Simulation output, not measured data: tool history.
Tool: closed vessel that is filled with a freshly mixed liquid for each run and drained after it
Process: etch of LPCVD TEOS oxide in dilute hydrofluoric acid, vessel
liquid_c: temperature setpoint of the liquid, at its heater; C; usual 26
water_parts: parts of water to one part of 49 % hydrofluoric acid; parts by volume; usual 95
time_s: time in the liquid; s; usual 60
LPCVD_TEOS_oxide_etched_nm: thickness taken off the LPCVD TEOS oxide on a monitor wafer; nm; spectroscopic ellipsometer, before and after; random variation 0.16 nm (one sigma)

run,hour,liquid_c,water_parts,time_s,wafers since the last listed run,hours since the thermometer was replaced,hours since the hydrofluoric acid flow meter was replaced,hours since the gauge calibration,"read-back film thickness of the LPCVD TEOS oxide reference wafer, read on the same gauge (nm)",LPCVD_TEOS_oxide_etched_nm
1,0,26,95,60,0,1675,1699,369.2,117.59,35.54
2,31.5,26,95,60,1910,1706.5,1730.5,400.7,117.55,35.5
3,50.8,26,95,60,1170,1725.8,1749.8,420,117.55,35.56
4,151.5,26,95,60,6107,1826.5,1850.5,520.7,117.42,35.1
5,183.1,26,95,60,1916,1858.1,1882.1,552.3,117.38,35.54
6,215.8,26,95,60,1983,1890.8,1914.8,585,117.36,35.42
# hour 223.1: gauge calibrated
7,230.8,26,95,60,909,1905.8,1929.8,7.7,119.96,36.03
8,257.8,26,95,60,1637,1932.8,1956.8,34.7,119.63,36.19
9,292.8,26,95,60,2122,1967.8,1991.8,69.7,119.2,36.07
# hour 318.9: thermometer replaced
10,322.8,26,95,45,1758,3.9,2021.8,99.7,118.94,26.96
11,354.3,26,95,45,1910,35.4,2053.3,131.2,118.68,26.82
12,381.7,26,95,45,1661,62.8,2080.7,158.6,118.49,27.06
13,401.1,23,95,60,1176,82.2,2100.1,178,118.38,31.93
# hour 416.9: hydrofluoric acid flow meter replaced
14,418.6,26,95,60,1000,99.7,1.7,195.5,118.28,35.82
15,436.9,26,55,60,1109,118,20,213.8,118.21,65.35
16,458.3,21.5,95,30,1297,139.4,41.4,235.2,118.09,14.87
17,476,26,95,80,1073,157.1,59.1,252.9,118.03,47.49
18,492.2,28.5,70,30,982,173.3,75.3,269.1,117.98,27.69
19,589.2,26,125,75,5883,270.3,172.3,366.1,117.7,32.75
20,603.3,29,95,70,855,284.4,186.4,380.2,117.72,46.56
21,617.7,26,95,85,873,298.8,200.8,394.6,117.66,50.81
22,647.7,26,95,75,1819,328.8,230.8,424.6,117.61,44.63
23,680.3,26,95,60,1977,361.4,263.4,457.2,117.58,35.38
24,696.3,26,95,60,970,377.4,279.4,473.2,117.56,35.51
25,723.8,24,95,60,1667,404.9,306.9,500.7,117.53,32.88

Forecast each of these 4 alternatives for the next run:
A,724.5,26,95,60,42,405.6,307.6,501.4,?,?
B,724.5,26,70,60,42,405.6,307.6,501.4,?,?
C,724.5,24,135,60,42,405.6,307.6,501.4,?,?
D,724.5,28.5,95,40,42,405.6,307.6,501.4,?,?

run,"read-back film thickness of the LPCVD TEOS oxide reference wafer, read on the same gauge (nm)",LPCVD_TEOS_oxide_etched_nm
A,117.51,35.51
B,117.51,49.81
C,117.51,22.01
D,117.51,26.07
Without the tool's hidden state the same runs would have given:
run,LPCVD_TEOS_oxide_etched_nm
A,36.26
B,50.86
C,22.47
D,26.62

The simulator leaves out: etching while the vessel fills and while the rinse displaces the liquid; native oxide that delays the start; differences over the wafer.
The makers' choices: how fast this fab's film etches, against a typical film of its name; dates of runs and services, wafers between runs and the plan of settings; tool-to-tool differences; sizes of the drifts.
